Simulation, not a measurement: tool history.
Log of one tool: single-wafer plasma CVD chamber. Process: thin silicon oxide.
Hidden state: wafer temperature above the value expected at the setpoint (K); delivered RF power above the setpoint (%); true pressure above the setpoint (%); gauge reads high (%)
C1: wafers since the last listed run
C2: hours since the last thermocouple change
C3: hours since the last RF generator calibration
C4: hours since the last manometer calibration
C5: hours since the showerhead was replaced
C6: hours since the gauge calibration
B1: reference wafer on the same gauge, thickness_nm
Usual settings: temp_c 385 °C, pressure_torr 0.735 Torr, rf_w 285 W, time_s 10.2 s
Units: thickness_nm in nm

{"run": 1, "hour": 0.0, "temp_c": 385, "pressure_torr": 0.735, "rf_w": 285, "time_s": 10.2, "C1": 0, "C2": 1823.9, "C3": 1049, "C4": 2588.7, "C5": 5273.1, "C6": 117.9, "B1": 18.7, "thickness_nm": 16.632}
{"run": 2, "hour": 13.1, "temp_c": 385, "pressure_torr": 0.735, "rf_w": 285, "time_s": 10.2, "C1": 496, "C2": 1837, "C3": 1062.1, "C4": 2601.8, "C5": 5286.2, "C6": 131, "B1": 18.699, "thickness_nm": 16.618}
{"run": 3, "hour": 42.6, "temp_c": 385, "pressure_torr": 0.735, "rf_w": 285, "time_s": 10.2, "C1": 1116, "C2": 1866.5, "C3": 1091.6, "C4": 2631.3, "C5": 5315.7, "C6": 160.5, "B1": 18.705, "thickness_nm": 16.618}
{"run": 4, "hour": 49.7, "temp_c": 385, "pressure_torr": 0.637, "rf_w": 285, "time_s": 9.4, "C1": 268, "C2": 1873.6, "C3": 1098.7, "C4": 2638.4, "C5": 5322.8, "C6": 167.6, "B1": 18.703, "thickness_nm": 13.165}
{"hour": 71.1, "done": "RF generator calibrated"}
{"run": 5, "hour": 71.6, "temp_c": 385, "pressure_torr": 0.735, "rf_w": 285, "time_s": 11.7, "C1": 526, "C2": 1895.5, "C3": 0.5, "C4": 2660.3, "C5": 5344.7, "C6": 189.5, "B1": 18.697, "thickness_nm": 19.588}
{"run": 6, "hour": 75.7, "temp_c": 385, "pressure_torr": 0.735, "rf_w": 285, "time_s": 10.2, "C1": 155, "C2": 1899.6, "C3": 4.6, "C4": 2664.4, "C5": 5348.8, "C6": 193.6, "B1": 18.697, "thickness_nm": 17.062}
{"run": 7, "hour": 87.0, "temp_c": 385, "pressure_torr": 0.735, "rf_w": 285, "time_s": 10.2, "C1": 427, "C2": 1910.9, "C3": 15.9, "C4": 2675.7, "C5": 5360.1, "C6": 204.9, "B1": 18.699, "thickness_nm": 17.092}
{"run": 8, "hour": 97.9, "temp_c": 385, "pressure_torr": 0.735, "rf_w": 285, "time_s": 10.2, "C1": 412, "C2": 1921.8, "C3": 26.8, "C4": 2686.6, "C5": 5371, "C6": 215.8, "B1": 18.703, "thickness_nm": 17.102}
{"run": 9, "hour": 108.9, "temp_c": 385, "pressure_torr": 0.735, "rf_w": 285, "time_s": 10.2, "C1": 416, "C2": 1932.8, "C3": 37.8, "C4": 2697.6, "C5": 5382, "C6": 226.8, "B1": 18.704, "thickness_nm": 17.078}
{"run": 10, "hour": 119.0, "temp_c": 385, "pressure_torr": 0.735, "rf_w": 285, "time_s": 10.2, "C1": 382, "C2": 1942.9, "C3": 47.9, "C4": 2707.7, "C5": 5392.1, "C6": 236.9, "B1": 18.705, "thickness_nm": 17.068}
{"hour": 131.5, "done": "thermocouple changed; heater temperature recalibrated"}
{"run": 11, "hour": 132.0, "temp_c": 385, "pressure_torr": 0.735, "rf_w": 285, "time_s": 9.6, "C1": 189, "C2": 0.5, "C3": 60.9, "C4": 2720.7, "C5": 5405.1, "C6": 249.9, "B1": 18.698, "thickness_nm": 16.061}
{"run": 12, "hour": 136.9, "temp_c": 377, "pressure_torr": 0.622, "rf_w": 285, "time_s": 10.2, "C1": 185, "C2": 5.4, "C3": 65.8, "C4": 2725.6, "C5": 5410, "C6": 254.8, "B1": 18.698, "thickness_nm": 14.44}
{"run": 13, "hour": 143.0, "temp_c": 385, "pressure_torr": 0.735, "rf_w": 285, "time_s": 10.2, "C1": 230, "C2": 11.5, "C3": 71.9, "C4": 2731.7, "C5": 5416.1, "C6": 260.9, "B1": 18.705, "thickness_nm": 17.027}
{"run": 14, "hour": 150.0, "temp_c": 373, "pressure_torr": 0.918, "rf_w": 285, "time_s": 11.9, "C1": 265, "C2": 18.5, "C3": 78.9, "C4": 2738.7, "C5": 5423.1, "C6": 267.9, "B1": 18.703, "thickness_nm": 24.431}
{"hour": 160.8, "done": "capacitance manometer re-zeroed and calibrated"}
{"hour": 163.8, "done": "gauge calibrated"}
{"hour": 164.9, "done": "showerhead replaced"}
{"run": 15, "hour": 165.4, "temp_c": 393, "pressure_torr": 0.735, "rf_w": 285, "time_s": 9.2, "C1": 127, "C2": 33.9, "C3": 94.3, "C4": 4.6, "C5": 0.5, "C6": 1.6, "B1": 18.708, "thickness_nm": 15.355}
{"run": 16, "hour": 177.3, "temp_c": 385, "pressure_torr": 0.837, "rf_w": 310, "time_s": 10.2, "C1": 450, "C2": 45.8, "C3": 106.2, "C4": 16.5, "C5": 12.4, "C6": 13.5, "B1": 18.699, "thickness_nm": 19.794}
{"run": 17, "hour": 188.4, "temp_c": 396, "pressure_torr": 0.735, "rf_w": 285, "time_s": 10.8, "C1": 420, "C2": 56.9, "C3": 117.3, "C4": 27.6, "C5": 23.5, "C6": 24.6, "B1": 18.7, "thickness_nm": 17.932}
{"run": 18, "hour": 197.8, "temp_c": 385, "pressure_torr": 0.735, "rf_w": 285, "time_s": 10.2, "C1": 355, "C2": 66.3, "C3": 126.7, "C4": 37, "C5": 32.9, "C6": 34, "B1": 18.697, "thickness_nm": 17.006}
{"run": 19, "hour": 205.2, "temp_c": 385, "pressure_torr": 0.735, "rf_w": 235, "time_s": 12.1, "C1": 280, "C2": 73.7, "C3": 134.1, "C4": 44.4, "C5": 40.3, "C6": 41.4, "B1": 18.7, "thickness_nm": 18.797}
{"run": 20, "hour": 220.9, "temp_c": 385, "pressure_torr": 0.735, "rf_w": 285, "time_s": 9.6, "C1": 594, "C2": 89.4, "C3": 149.8, "C4": 60.1, "C5": 56, "C6": 57.1, "B1": 18.695, "thickness_nm": 16.054}

Measured less the same run without the tool's hidden state. The same run-to-run variation is in both; the gauge's scatter may not be:
run=1 thickness_nm=-0.458
run=2 thickness_nm=-0.463
run=3 thickness_nm=-0.475
run=4 thickness_nm=-0.379
run=5 thickness_nm=-0.007
run=6 thickness_nm=-0.008
run=7 thickness_nm=-0.013
run=8 thickness_nm=-0.016
run=9 thickness_nm=-0.02
run=10 thickness_nm=-0.025
run=11 thickness_nm=-0.028
run=12 thickness_nm=-0.027
run=13 thickness_nm=-0.034
run=14 thickness_nm=-0.053
run=15 thickness_nm=-0.038
run=16 thickness_nm=-0.052
run=17 thickness_nm=-0.055
run=18 thickness_nm=-0.055
run=19 thickness_nm=-0.072
run=20 thickness_nm=-0.061
